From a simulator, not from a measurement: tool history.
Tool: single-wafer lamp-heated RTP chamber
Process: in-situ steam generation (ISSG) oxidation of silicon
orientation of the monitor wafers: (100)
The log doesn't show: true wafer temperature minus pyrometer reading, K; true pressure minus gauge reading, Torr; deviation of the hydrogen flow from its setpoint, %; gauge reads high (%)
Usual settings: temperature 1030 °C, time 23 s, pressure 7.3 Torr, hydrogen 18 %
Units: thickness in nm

run	hour	temperature	time	pressure	hydrogen	wafers since the last listed run	wafers since the last pyrometer calibration	hours since the pressure gauge was zeroed	hours since the hydrogen flow controller was replaced	hours since the gauge calibration	read-back reference wafer on the same gauge, thickness	thickness
1	0.0	1030	23	7.3	12	0	1036	3445.3	5200.5	119.1	7.749	6.239
2	16.6	1030	23	7.3	12	121	1158	3461.9	5217.1	135.7	7.752	6.237
# hour 23.7: gauge calibrated
3	30.3	1030	23	7.3	12	100	1258	3475.6	5230.8	6.6	7.748	6.240
4	39.7	1037	23	7.3	18	69	1327	3485.0	5240.2	16.0	7.752	7.083
5	53.6	1037	23	7.3	18	102	1429	3498.9	5254.1	29.9	7.747	7.093
6	66.9	1030	23	7.3	18	97	1527	3512.2	5267.4	43.2	7.749	6.845
7	75.5	1030	23	7.3	18	63	1590	3520.8	5276.0	51.8	7.752	6.838
8	81.8	1030	23	7.3	18	46	1636	3527.1	5282.3	58.1	7.753	6.880
9	91.6	1044	23	7.3	15	71	1708	3536.9	5292.1	67.9	7.753	7.103
# hour 100.5: pressure gauge zeroed
10	104.9	1044	23	7.3	15	38	1747	4.4	5305.4	81.2	7.752	7.082
11	120.4	1030	18	7.3	18	113	1861	19.9	5320.9	96.7	7.753	6.053
12	126.9	1010	19	7.3	24	47	1909	26.4	5327.4	103.2	7.748	6.113
13	139.9	1014	15	7.3	18	95	2004	39.4	5340.4	116.2	7.745	5.170
# hour 154.9: pyrometer window cleaned and pyrometer calibrated
14	155.4	1017	23	6.9	18	55	3	54.9	5355.9	131.7	7.754	6.365
15	165.5	1030	23	7.3	12	74	77	65.0	5366.0	141.8	7.748	6.222
# hour 169.9: gauge calibrated
# hour 173.9: hydrogen flow controller replaced
16	179.8	1030	23	7.3	18	46	124	79.3	5.9	9.9	7.754	6.806
17	189.3	1030	23	7.3	21	69	193	88.8	15.4	19.4	7.750	7.052
18	196.8	1030	20	7.3	15	55	248	96.3	22.9	26.9	7.753	6.077
19	206.3	1030	23	8.3	13	69	318	105.8	32.4	36.4	7.750	6.359
20	221.9	1030	27	6.9	11	114	433	121.4	48.0	52.0	7.755	6.620
21	239.5	1030	23	7.3	18	129	562	139.0	65.6	69.6	7.749	6.827
22	250.8	1030	23	8.1	18	82	645	150.3	76.9	80.9	7.750	6.818
23	265.5	1043	23	6.9	18	107	753	165.0	91.6	95.6	7.750	7.278

Hidden state or all else? Some run-to-run changes of thickness, split into what the settings, what came in and random variation would give without the hidden state, and what is left for the hidden state (with any gauge scatter that isn't in both results):
Run 10 -> 11: temperature 1044 -> 1030, time 23 -> 18, hydrogen 15 -> 18. thickness -1.029 nm: hidden state -0.013, all else -1.016.
Run 13 -> 14: temperature 1014 -> 1017, time 15 -> 23, pressure 7.3 -> 6.9, pyrometer window cleaned and pyrometer calibrated. thickness +1.195 nm: hidden state -0.043, all else +1.238.
